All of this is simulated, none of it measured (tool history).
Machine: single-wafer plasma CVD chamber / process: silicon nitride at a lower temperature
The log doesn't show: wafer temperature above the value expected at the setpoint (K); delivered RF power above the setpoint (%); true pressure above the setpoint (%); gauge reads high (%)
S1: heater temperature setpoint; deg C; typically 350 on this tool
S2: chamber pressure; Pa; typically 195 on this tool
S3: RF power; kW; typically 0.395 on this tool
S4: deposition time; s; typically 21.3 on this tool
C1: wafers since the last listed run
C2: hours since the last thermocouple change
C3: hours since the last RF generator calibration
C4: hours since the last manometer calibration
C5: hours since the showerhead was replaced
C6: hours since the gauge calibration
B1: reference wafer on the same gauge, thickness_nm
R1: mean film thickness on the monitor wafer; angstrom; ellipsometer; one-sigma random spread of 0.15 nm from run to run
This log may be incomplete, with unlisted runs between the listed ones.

{"run": 1, "hour": 0.0, "S1": 350, "S2": 195, "S3": 0.335, "S4": 21.3, "C1": 0, "C2": 997.5, "C3": 1300.6, "C4": 753.8, "C5": 13.5, "C6": 41.6, "B1": 31.901, "R1": 252.79}
{"run": 2, "hour": 97.2, "S1": 350, "S2": 195, "S3": 0.395, "S4": 21.3, "C1": 1858, "C2": 1094.7, "C3": 1397.8, "C4": 851, "C5": 110.7, "C6": 138.8, "B1": 31.9, "R1": 290.4}
{"hour": 138.4, "done": "RF generator calibrated"}
{"run": 3, "hour": 146.6, "S1": 350, "S2": 195, "S3": 0.395, "S4": 21.3, "C1": 791, "C2": 1144.1, "C3": 8.2, "C4": 900.4, "C5": 160.1, "C6": 188.2, "B1": 31.89, "R1": 298.62}
{"run": 4, "hour": 233.6, "S1": 350, "S2": 195, "S3": 0.395, "S4": 21.3, "C1": 1663, "C2": 1231.1, "C3": 95.2, "C4": 987.4, "C5": 247.1, "C6": 275.2, "B1": 31.91, "R1": 300.55}
{"run": 5, "hour": 308.1, "S1": 350, "S2": 217, "S3": 0.395, "S4": 21.3, "C1": 1424, "C2": 1305.6, "C3": 169.7, "C4": 1061.9, "C5": 321.6, "C6": 349.7, "B1": 31.909, "R1": 313.68}
{"run": 6, "hour": 347.4, "S1": 350, "S2": 217, "S3": 0.395, "S4": 21.3, "C1": 751, "C2": 1344.9, "C3": 209, "C4": 1101.2, "C5": 360.9, "C6": 389, "B1": 31.891, "R1": 315.97}
{"hour": 377.8, "done": "capacitance manometer re-zeroed and calibrated"}
{"run": 7, "hour": 427.7, "S1": 350, "S2": 217, "S3": 0.395, "S4": 21.3, "C1": 1382, "C2": 1425.2, "C3": 289.3, "C4": 49.9, "C5": 441.2, "C6": 469.3, "B1": 31.899, "R1": 315.92}
{"run": 8, "hour": 481.6, "S1": 350, "S2": 195, "S3": 0.395, "S4": 21.3, "C1": 1030, "C2": 1479.1, "C3": 343.2, "C4": 103.8, "C5": 495.1, "C6": 523.2, "B1": 31.873, "R1": 296.42}
{"run": 9, "hour": 544.9, "S1": 350, "S2": 195, "S3": 0.395, "S4": 21.3, "C1": 1210, "C2": 1542.4, "C3": 406.5, "C4": 167.1, "C5": 558.4, "C6": 586.5, "B1": 31.914, "R1": 297.7}
{"run": 10, "hour": 606.7, "S1": 350, "S2": 195, "S3": 0.395, "S4": 21.3, "C1": 1181, "C2": 1604.2, "C3": 468.3, "C4": 228.9, "C5": 620.2, "C6": 648.3, "B1": 31.848, "R1": 297.38}
{"hour": 634.6, "done": "thermocouple changed; heater temperature recalibrated"}
{"run": 11, "hour": 697.8, "S1": 343, "S2": 195, "S3": 0.395, "S4": 21.3, "C1": 1588, "C2": 63.2, "C3": 559.4, "C4": 320, "C5": 711.3, "C6": 739.4, "B1": 31.895, "R1": 295.25}
{"run": 12, "hour": 777.2, "S1": 341, "S2": 220, "S3": 0.37, "S4": 22.4, "C1": 1518, "C2": 142.6, "C3": 638.8, "C4": 399.4, "C5": 790.7, "C6": 818.8, "B1": 31.893, "R1": 313.3}
{"run": 13, "hour": 869.1, "S1": 350, "S2": 148, "S3": 0.395, "S4": 21.3, "C1": 1757, "C2": 234.5, "C3": 730.7, "C4": 491.3, "C5": 882.6, "C6": 910.7, "B1": 31.891, "R1": 253.43}
{"run": 14, "hour": 912.8, "S1": 350, "S2": 195, "S3": 0.395, "S4": 21.3, "C1": 835, "C2": 278.2, "C3": 774.4, "C4": 535, "C5": 926.3, "C6": 954.4, "B1": 31.887, "R1": 293.49}
{"run": 15, "hour": 981.9, "S1": 350, "S2": 153, "S3": 0.355, "S4": 22.8, "C1": 1321, "C2": 347.3, "C3": 843.5, "C4": 604.1, "C5": 995.4, "C6": 1023.5, "B1": 31.901, "R1": 251.19}
{"run": 16, "hour": 1088.8, "S1": 350, "S2": 195, "S3": 0.395, "S4": 21.3, "C1": 2043, "C2": 454.2, "C3": 950.4, "C4": 711, "C5": 1102.3, "C6": 1130.4, "B1": 31.922, "R1": 292.94}
{"run": 17, "hour": 1133.2, "S1": 350, "S2": 195, "S3": 0.47, "S4": 25.2, "C1": 848, "C2": 498.6, "C3": 994.8, "C4": 755.4, "C5": 1146.7, "C6": 1174.8, "B1": 31.864, "R1": 400.24}
{"run": 18, "hour": 1200.6, "S1": 350, "S2": 195, "S3": 0.395, "S4": 21.3, "C1": 1288, "C2": 566, "C3": 1062.2, "C4": 822.8, "C5": 1214.1, "C6": 1242.2, "B1": 31.934, "R1": 292.96}
{"run": 19, "hour": 1274.3, "S1": 350, "S2": 195, "S3": 0.395, "S4": 21.3, "C1": 1409, "C2": 639.7, "C3": 1135.9, "C4": 896.5, "C5": 1287.8, "C6": 1315.9, "B1": 31.916, "R1": 295.7}
{"run": 20, "hour": 1330.4, "S1": 350, "S2": 195, "S3": 0.395, "S4": 21.3, "C1": 1072, "C2": 695.8, "C3": 1192, "C4": 952.6, "C5": 1343.9, "C6": 1372, "B1": 31.864, "R1": 291.02}
{"run": 21, "hour": 1434.5, "S1": 361, "S2": 195, "S3": 0.425, "S4": 21.3, "C1": 1990, "C2": 799.9, "C3": 1296.1, "C4": 1056.7, "C5": 1448, "C6": 1476.1, "B1": 31.877, "R1": 308.67}
{"hour": 1489.3, "done": "capacitance manometer re-zeroed and calibrated"}
{"run": 22, "hour": 1540.9, "S1": 350, "S2": 195, "S3": 0.395, "S4": 21.3, "C1": 1881, "C2": 906.3, "C3": 1402.5, "C4": 51.6, "C5": 1554.4, "C6": 1582.5, "B1": 31.895, "R1": 290.12}
{"run": 23, "hour": 1629.9, "S1": 350, "S2": 223, "S3": 0.395, "S4": 21.3, "C1": 1701, "C2": 995.3, "C3": 1491.5, "C4": 140.6, "C5": 1643.4, "C6": 1671.5, "B1": 31.9, "R1": 309.34}
{"run": 24, "hour": 1670.1, "S1": 350, "S2": 195, "S3": 0.395, "S4": 21.3, "C1": 768, "C2": 1035.5, "C3": 1531.7, "C4": 180.8, "C5": 1683.6, "C6": 1711.7, "B1": 31.906, "R1": 290.24}
{"hour": 1740.7, "done": "RF generator calibrated"}
{"run": 25, "hour": 1746.3, "S1": 350, "S2": 161, "S3": 0.395, "S4": 24.2, "C1": 1303, "C2": 1111.7, "C3": 5.6, "C4": 257, "C5": 1759.8, "C6": 1787.9, "B1": 31.874, "R1": 311.77}
{"run": 26, "hour": 1853.3, "S1": 350, "S2": 195, "S3": 0.395, "S4": 23, "C1": 2045, "C2": 1218.7, "C3": 112.6, "C4": 364, "C5": 1866.8, "C6": 1894.9, "B1": 31.894, "R1": 325.22}
{"run": 27, "hour": 1899.3, "S1": 350, "S2": 195, "S3": 0.395, "S4": 18.4, "C1": 879, "C2": 1264.7, "C3": 158.6, "C4": 410, "C5": 1912.8, "C6": 1940.9, "B1": 31.886, "R1": 258.96}
{"run": 28, "hour": 1959.9, "S1": 350, "S2": 232, "S3": 0.34, "S4": 20, "C1": 1158, "C2": 1325.3, "C3": 219.2, "C4": 470.6, "C5": 1973.4, "C6": 2001.5, "B1": 31.893, "R1": 265.52}

4 ways to go on from here, each from the tool as it stands after run 28. What would each give?
{"run": "A", "hour": 1960.3, "S1": 350, "S2": 195, "S3": 0.395, "S4": 24.3, "C1": 7, "C2": 1325.7, "C3": 219.6, "C4": 471, "C5": 1973.8, "C6": 2001.9, "B1": "?", "R1": "?"}
{"run": "B", "hour": 1960.3, "S1": 362, "S2": 236, "S3": 0.46, "S4": 24.3, "C1": 7, "C2": 1325.7, "C3": 219.6, "C4": 471, "C5": 1973.8, "C6": 2001.9, "B1": "?", "R1": "?"}
{"run": "C", "hour": 1960.3, "S1": 339, "S2": 235, "S3": 0.42, "S4": 20.1, "C1": 7, "C2": 1325.7, "C3": 219.6, "C4": 471, "C5": 1973.8, "C6": 2001.9, "B1": "?", "R1": "?"}
{"run": "D", "hour": 1960.3, "S1": 344, "S2": 213, "S3": 0.395, "S4": 20, "C1": 7, "C2": 1325.7, "C3": 219.6, "C4": 471, "C5": 1973.8, "C6": 2001.9, "B1": "?", "R1": "?"}

run=A B1=31.919 R1=340.81
run=B B1=31.919 R1=415.28
run=C B1=31.919 R1=322.07
run=D B1=31.919 R1=292.93
Stripped of hidden state, with their random variation kept, the same runs would have yielded:
run=A R1=344.58
run=B R1=419.68
run=C R1=325.56
run=D R1=296.17
